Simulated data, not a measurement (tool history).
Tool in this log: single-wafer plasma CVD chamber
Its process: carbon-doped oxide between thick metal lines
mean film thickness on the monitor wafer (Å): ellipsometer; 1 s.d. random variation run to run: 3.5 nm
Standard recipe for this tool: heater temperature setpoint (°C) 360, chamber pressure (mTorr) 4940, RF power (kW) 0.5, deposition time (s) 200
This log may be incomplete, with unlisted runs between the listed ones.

run,hour,heater temperature setpoint (°C),chamber pressure (mTorr),RF power (kW),deposition time (s),wafers since the last listed run,hours since the last thermocouple change,hours since the last RF generator calibration,hours since the last manometer calibration,hours since the showerhead was replaced,hours since the gauge calibration,"read-back reference wafer on the same gauge, thickness_nm",mean film thickness on the monitor wafer (Å)
1,0,360,4940,0.5,200,0,1128.7,1635.3,1293.7,2462.6,62.9,849.964,10450.55
2,100.8,360,4940,0.5,200,991,1229.5,1736.1,1394.5,2563.4,163.7,849.829,10425.2
3,167,360,4940,0.5,200,651,1295.7,1802.3,1460.7,2629.6,229.9,851.198,10527.33
4,217.3,360,4290,0.5,217,494,1346,1852.6,1511,2679.9,280.2,851.791,11021.33
5,285,360,4940,0.5,200,665,1413.7,1920.3,1578.7,2747.6,347.9,851.274,10508.87
6,387.6,360,4940,0.5,200,1008,1516.3,2022.9,1681.3,2850.2,450.5,850.342,10524
7,425.8,360,4940,0.5,200,375,1554.5,2061.1,1719.5,2888.4,488.7,848.733,10507.83
# hour 476.5: RF generator calibrated
8,525.5,360,4940,0.5,222,901,1654.2,49,1819.2,2988.1,588.4,849.699,11671.09
9,608.1,360,4280,0.555,200,812,1736.8,131.6,1901.8,3070.7,671,850.279,10919.24
# hour 641.6: capacitance manometer re-zeroed and calibrated
# hour 685.4: gauge calibrated
10,697.3,364,4940,0.555,177,798,1826,220.8,55.7,3159.9,11.9,848.758,9611.99
# hour 757.2: thermocouple changed; heater temperature recalibrated
# hour 766.3: showerhead replaced
11,932.3,360,4940,0.5,200,2153,175.1,455.8,290.7,166,246.9,850.002,10287.91
12,1035.4,360,5920,0.535,228,1013,278.2,558.9,393.8,269.1,350,850.759,12667.84
13,1134.8,365,4940,0.415,200,977,377.6,658.3,493.2,368.5,449.4,848.871,9209.69
14,1231.1,368,4940,0.565,200,947,473.9,754.6,589.5,464.8,545.7,849.328,10890.01

For each entry between runs, how does the tool's hidden state at the last listed run before it compare with that at the first listed run after it?
Logged between run 7 and run 8: RF generator calibrated (hour 476.5)
  true pressure above the setpoint (%): 9.13 -> 10.1
  measured minus no-state result, mean film thickness on the monitor wafer (Å): +178.78 -> +213.4
Logged between run 9 and run 10: capacitance manometer re-zeroed and calibrated (hour 641.6); gauge calibrated (hour 685.4)
  true pressure above the setpoint (%): 10.9 -> 0.0175
  measured minus no-state result, mean film thickness on the monitor wafer (Å): +215.28 -> +0.34
Logged between run 10 and run 11: thermocouple changed; heater temperature recalibrated (hour 757.2); showerhead replaced (hour 766.3)
  true pressure above the setpoint (%): 0.0175 -> 0.237
  measured minus no-state result, mean film thickness on the monitor wafer (Å): +0.34 -> +4.92
